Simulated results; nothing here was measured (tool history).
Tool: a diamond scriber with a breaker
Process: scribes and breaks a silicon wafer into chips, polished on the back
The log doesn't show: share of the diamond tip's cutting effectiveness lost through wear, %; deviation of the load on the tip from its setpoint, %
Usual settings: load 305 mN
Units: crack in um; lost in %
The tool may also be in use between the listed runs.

| run | hour | load | wafers since the last listed run | hours since the diamond tip was replaced | hours since the load on the tip was calibrated | incoming depth of the damage left on the back of the incoming wafer, um | crack | lost |
|---|---|---|---|---|---|---|---|---|
| 1 | 0.0 | 305 | 0 | 607.2 | 392.5 | 0.01 | 5.50 | 3.74 |
| 2 | 25.8 | 305 | 51 | 633.0 | 418.3 | 0.03 | 5.61 | 4.25 |
| 3 | 42.3 | 305 | 32 | 649.5 | 434.8 | 0.04 | 5.61 | 4.16 |
| 4 | 65.8 | 305 | 46 | 673.0 | 458.3 | 0.03 | 5.61 | 4.10 |
| 5 | 81.5 | 305 | 31 | 688.7 | 474.0 | 0.03 | 5.66 | 4.03 |
| 6 | 162.8 | 276 | 160 | 770.0 | 555.3 | 0.02 | 5.21 | 8.32 |
| 7 | 179.7 | 370 | 33 | 786.9 | 572.2 | 0.05 | 6.32 | 1.26 |
|  | 209.1 | diamond tip replaced by a new one, of another model than before |
| 8 | 209.6 | 370 | 55 | 0.5 | 602.1 | 0.03 | 7.28 | 1.53 |
| 9 | 231.4 | 369 | 43 | 22.3 | 623.9 | 0.04 | 7.02 | 1.28 |
| 10 | 262.3 | 355 | 61 | 53.2 | 654.8 | 0.04 | 6.91 | 0.98 |
| 11 | 275.9 | 282 | 26 | 66.8 | 668.4 | 0.04 | 6.10 | 2.00 |
| 12 | 294.5 | 242 | 36 | 85.4 | 687.0 | 0.04 | 5.67 | 3.78 |
| 13 | 312.3 | 305 | 35 | 103.2 | 704.8 | 0.01 | 6.18 | 1.61 |
| 14 | 382.4 | 265 | 138 | 173.3 | 774.9 | 0.05 | 5.63 | 3.82 |
|  | 386.1 | load on the tip recalibrated |
| 15 | 400.8 | 361 | 32 | 191.7 | 14.7 | 0.05 | 6.44 | 1.14 |
| 16 | 492.3 | 340 | 180 | 283.2 | 106.2 | 0.04 | 6.09 | 1.97 |

Hidden state or all else? Some run-to-run changes of crack, split into what the settings, what came in and random variation would give without the hidden state, and what is left for the hidden state (with any gauge scatter that isn't in both results):
Run 6 -> 7: load 276 -> 370. crack +1.11 um: hidden state -0.23, all else +1.34.
Run 7 -> 8: diamond tip replaced by a new one, of another model than before. crack +0.96 um: hidden state +1.12, all else -0.16.
